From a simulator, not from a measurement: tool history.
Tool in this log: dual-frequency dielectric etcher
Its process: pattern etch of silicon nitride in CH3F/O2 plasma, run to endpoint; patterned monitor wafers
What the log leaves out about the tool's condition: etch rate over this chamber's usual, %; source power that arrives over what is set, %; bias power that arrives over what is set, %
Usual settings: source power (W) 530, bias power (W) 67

run	day	source power (W)	bias power (W)	wafers since the last listed run	hours since the last wet clean	hours since the last source power generator calibration	hours since the last bias power generator calibration	hours since the last upper electrode change	incoming incoming film thickness, nm	endpoint time (s)
1	0.000	530	73	0	268.0	1555.0	4220.6	2341.3	83.1	84.9
2	0.354	460	62	48	276.5	1563.5	4229.1	2349.8	82.2	95.2
3	0.896	530	67	74	289.5	1576.5	4242.1	2362.8	83.0	87.7
4	1.367	530	67	64	300.8	1587.8	4253.4	2374.1	83.0	87.4
5	2.004	530	67	87	316.1	1603.1	4268.7	2389.4	83.1	87.6
6	2.400	530	67	54	325.6	1612.6	4278.2	2398.9	82.7	87.5
7	2.654	530	67	34	331.7	1618.7	4284.3	2405.0	82.9	87.3
8	3.238	530	67	80	345.7	1632.7	4298.3	2419.0	82.8	87.7
# day 4.504: upper electrode replaced
9	4.525	530	67	39	376.6	1663.6	4329.2	0.5	82.4	87.7
10	4.625	530	67	13	379.0	1666.0	4331.6	2.9	83.2	88.9
11	5.279	420	57	89	394.7	1681.7	4347.3	18.6	83.0	104.3
# day 5.467: source power generator calibrated
# day 6.450: bias power generator calibrated
# day 6.492: wet clean of the chamber
12	6.512	530	67	117	0.5	25.1	1.5	48.2	83.5	85.8
13	6.529	530	67	2	0.9	25.5	1.9	48.6	83.5	85.6
14	6.546	410	83	2	1.3	25.9	2.3	49.0	83.6	88.8
15	7.088	480	67	74	14.3	38.9	15.3	62.0	83.6	89.7
16	7.517	530	67	58	24.6	49.2	25.6	72.3	82.6	85.1
17	7.908	620	81	53	34.0	58.6	35.0	81.7	83.4	74.8
18	8.492	620	58	80	48.0	72.6	49.0	95.7	84.1	85.4
19	8.962	530	67	64	59.3	83.9	60.3	107.0	82.6	85.5
20	9.300	650	63	46	67.4	92.0	68.4	115.1	83.7	80.6
21	9.608	570	58	42	74.8	99.4	75.8	122.5	82.6	86.7

Here are 5 independent what-if runs from the current tool condition. What would each one return?
A	9.629	530	67	2	75.3	99.9	76.3	123.0	82.7	?
B	9.629	590	58	2	75.3	99.9	76.3	123.0	82.7	?
C	9.629	410	80	2	75.3	99.9	76.3	123.0	82.7	?
D	9.629	640	75	2	75.3	99.9	76.3	123.0	82.7	?
E	9.629	470	67	2	75.3	99.9	76.3	123.0	82.7	?

run	endpoint time (s)
A	85.3
B	85.6
C	89.7
D	75.4
E	90.1
Without the tool's unlogged condition, the same runs would have read:
run	endpoint time (s)
A	85.0
B	85.3
C	89.4
D	75.1
E	89.8
